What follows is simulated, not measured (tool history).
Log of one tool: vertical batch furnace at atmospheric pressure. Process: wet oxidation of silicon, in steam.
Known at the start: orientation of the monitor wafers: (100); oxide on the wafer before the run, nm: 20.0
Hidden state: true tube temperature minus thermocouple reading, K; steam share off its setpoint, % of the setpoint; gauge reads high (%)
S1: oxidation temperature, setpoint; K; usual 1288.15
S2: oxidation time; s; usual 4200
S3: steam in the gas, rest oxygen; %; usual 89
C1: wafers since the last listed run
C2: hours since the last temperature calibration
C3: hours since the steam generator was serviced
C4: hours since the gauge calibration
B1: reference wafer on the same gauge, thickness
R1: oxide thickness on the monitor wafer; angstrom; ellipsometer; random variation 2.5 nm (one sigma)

run	hour	S1	S2	S3	C1	C2	C3	C4	B1	R1
1	0.0	1288.15	4200	89	0	3025.5	2503.7	435.8	452.67	4362.0
2	70.8	1288.15	4200	89	794	3096.3	2574.5	506.6	451.59	4358.5
3	161.6	1288.15	4200	89	1019	3187.1	2665.3	597.4	449.31	4330.1
4	205.4	1277.15	5820	89	491	3230.9	2709.1	641.2	449.65	4982.8
5	269.1	1277.15	5820	89	715	3294.6	2772.8	704.9	448.28	5046.6
# hour 474.9: thermocouples replaced and temperature profile calibrated
6	570.3	1277.15	5820	89	3112	95.4	3074.0	1006.1	446.49	4999.8
7	667.8	1288.15	4200	86	1094	192.9	3171.5	1103.6	445.51	4229.7
8	764.3	1288.15	4200	89	1083	289.4	3268.0	1200.1	445.47	4310.3
# hour 824.1: steam generator serviced
9	824.6	1271.15	5670	93	407	349.7	0.5	1260.4	445.31	4788.3
10	859.6	1288.15	4200	89	392	384.7	35.5	1295.4	444.86	4289.6
# hour 912.7: gauge calibrated
11	998.8	1288.15	4200	89	1563	523.9	174.7	86.1	459.52	4426.4
12	1052.5	1288.15	4200	95	602	577.6	228.4	139.8	456.92	4600.7
13	1110.2	1288.15	3120	94	647	635.3	286.1	197.5	455.00	3793.1
14	1178.6	1265.15	2310	97	768	703.7	354.5	265.9	453.37	2666.1
15	1285.5	1288.15	5850	94	1200	810.6	461.4	372.8	450.58	5546.6

3 ways to go on from here, each from the tool as it stands after run 15. What would each give?
A	1289.9	1288.15	4200	89	49	815.0	465.8	377.2	?	?
B	1289.9	1305.15	6210	89	49	815.0	465.8	377.2	?	?
C	1289.9	1310.15	5100	94	49	815.0	465.8	377.2	?	?

run	B1	R1
A	449.96	4362.2
B	449.96	6103.8
C	449.96	5750.8
Without the tool's hidden state the same runs would have given:
run	R1
A	4483.9
B	6274.1
C	5911.2
